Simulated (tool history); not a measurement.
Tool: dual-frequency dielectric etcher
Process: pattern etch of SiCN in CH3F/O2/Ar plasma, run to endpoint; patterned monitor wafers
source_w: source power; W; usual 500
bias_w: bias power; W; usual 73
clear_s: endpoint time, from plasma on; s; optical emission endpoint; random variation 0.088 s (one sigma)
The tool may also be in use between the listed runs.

| run | hour | source_w | bias_w | incoming incoming film thickness, nm | clear_s |
|---|---|---|---|---|---|
| 1 | 0.0 | 500 | 73 | 10.11 | 24.3 |
| 2 | 50.1 | 500 | 73 | 10.10 | 24.3 |
| 3 | 115.6 | 500 | 73 | 10.02 | 24.0 |
| 4 | 168.7 | 500 | 73 | 10.12 | 24.4 |
| 5 | 209.0 | 500 | 73 | 10.14 | 24.4 |
|  | 232.4 | source power generator calibrated |
| 6 | 258.5 | 500 | 73 | 10.10 | 24.2 |
| 7 | 312.8 | 500 | 73 | 10.04 | 24.2 |
| 8 | 366.2 | 500 | 73 | 10.25 | 24.9 |
| 9 | 405.1 | 500 | 73 | 10.11 | 24.5 |
| 10 | 469.8 | 500 | 73 | 10.11 | 24.2 |
| 11 | 509.6 | 550 | 61 | 10.19 | 26.1 |
|  | 548.9 | wet clean of the chamber |
| 12 | 549.4 | 550 | 61 | 10.18 | 26.1 |
| 13 | 577.7 | 500 | 73 | 10.08 | 24.3 |
| 14 | 618.3 | 600 | 64 | 10.10 | 25.0 |
| 15 | 667.1 | 570 | 80 | 10.10 | 22.8 |
| 16 | 734.4 | 400 | 87 | 10.11 | 23.6 |
| 17 | 774.3 | 580 | 73 | 10.07 | 23.6 |
| 18 | 820.2 | 390 | 73 | 10.04 | 25.5 |
|  | 876.6 | upper electrode replaced |
| 19 | 884.6 | 450 | 64 | 10.04 | 26.6 |
| 20 | 937.6 | 500 | 84 | 10.06 | 22.8 |
| 21 | 995.3 | 500 | 73 | 10.18 | 24.6 |
|  | 1029.4 | wet clean of the chamber |
| 22 | 1047.9 | 580 | 73 | 10.09 | 23.7 |
| 23 | 1089.1 | 550 | 88 | 10.06 | 21.9 |
| 24 | 1150.8 | 400 | 81 | 10.12 | 24.6 |
| 25 | 1193.9 | 590 | 73 | 10.09 | 23.6 |
| 26 | 1221.1 | 600 | 86 | 10.07 | 21.8 |
| 27 | 1292.3 | 500 | 73 | 10.12 | 24.8 |
|  | 1327.8 | bias power generator calibrated |
| 28 | 1344.6 | 600 | 88 | 10.07 | 21.2 |
| 29 | 1376.3 | 500 | 60 | 10.13 | 26.5 |
| 30 | 1443.5 | 430 | 67 | 10.16 | 26.0 |
| 31 | 1514.1 | 500 | 62 | 10.12 | 26.2 |
|  | 1558.7 | wet clean of the chamber |
| 32 | 1572.7 | 570 | 81 | 10.11 | 22.2 |
| 33 | 1643.0 | 540 | 73 | 10.14 | 23.7 |
| 34 | 1774.8 | 560 | 56 | 10.04 | 26.4 |
| 35 | 1799.6 | 620 | 82 | 10.16 | 21.9 |
| 36 | 1919.8 | 620 | 73 | 10.06 | 22.9 |

3 ways to go on from here, each from the tool as it stands after run 36. What would each give?
| A | 1920.2 | 500 | 73 | 10.14 | ? |
| B | 1920.2 | 500 | 91 | 10.14 | ? |
| C | 1920.2 | 610 | 79 | 10.14 | ? |

| run | clear_s |
|---|---|
| A | 24.2 |
| B | 21.8 |
| C | 22.3 |
Without the tool's hidden state the same runs would have given:
| run | clear_s |
|---|---|
| A | 24.2 |
| B | 21.8 |
| C | 22.3 |
